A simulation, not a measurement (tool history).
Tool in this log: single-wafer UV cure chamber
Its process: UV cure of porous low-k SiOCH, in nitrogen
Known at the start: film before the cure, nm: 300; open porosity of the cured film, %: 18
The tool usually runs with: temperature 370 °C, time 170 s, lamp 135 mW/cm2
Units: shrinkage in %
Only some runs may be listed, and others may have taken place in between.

run   hour  temperature  time  lamp  wafers since the last listed run  hours since the UV bulbs were replaced  wafers since the quartz window was cleaned  shrinkage
  1      0          370   170   135                                 0                                  2811.8                                        1127     10.051
  2   26.8          370   170   135                                99                                  2838.6                                        1226      9.833
  3   45.1          370   220   135                                67                                  2856.9                                        1294     11.024
  4   60.3          363   170   135                                56                                  2872.1                                        1350      9.627
  5   72.9          363   170   135                                46                                  2884.7                                        1396      9.834
  6    100          370   170   135                               100                                  2911.8                                        1497      9.904
  7  129.8          370   170   135                               110                                  2941.6                                        1607      9.827
     163.6  -- UV bulbs replaced
  8  165.1          370   170   135                               100                                     1.5                                        1708       9.62
     183.2  -- quartz window cleaned
  9  183.7          370   170   135                                39                                    20.1                                           1     10.336
 10  205.6          370   170   135                                80                                      42                                          82     10.232
 11  223.1          386    80   114                                64                                    59.5                                         147      6.787
 12    252          386    80   114                               106                                    88.4                                         254      6.782
 13  265.2          370   135   135                                48                                   101.6                                         303      9.378
 14  278.5          370   235   135                                49                                   114.9                                         352     11.548
 15  313.3          385   250   122                               128                                   149.7                                         481     11.536
 16  325.7          354   120   152                                45                                   162.1                                         526      8.873
 17  359.6          390   215   163                               125                                     196                                         652     12.023
 18  376.2          370   170   135                                61                                   212.6                                         713      9.929
 19  394.2          370   170   135                                66                                   230.6                                         780     10.061
 20  427.3          370   120   135                               122                                   263.7                                         902      8.551
 21  445.9          387   225   148                                68                                   282.3                                         971     11.799

Across each entry between runs, compare the hidden state at the last listed run before it with the hidden state at the first listed run after it:
In the gap between runs 7 and 8: UV bulbs replaced (hour 163.6)
  transmission lost against a clean window, %: 11.4 -> 12.3
  what was measured, less what the result would be without the hidden state, shrinkage: -0.504 -> -0.536 %
In the gap between runs 8 and 9: quartz window cleaned (hour 183.2)
  transmission lost against a clean window, %: 12.3 -> 1.46
  what was measured, less what the result would be without the hidden state, shrinkage: -0.536 -> -0.062 %

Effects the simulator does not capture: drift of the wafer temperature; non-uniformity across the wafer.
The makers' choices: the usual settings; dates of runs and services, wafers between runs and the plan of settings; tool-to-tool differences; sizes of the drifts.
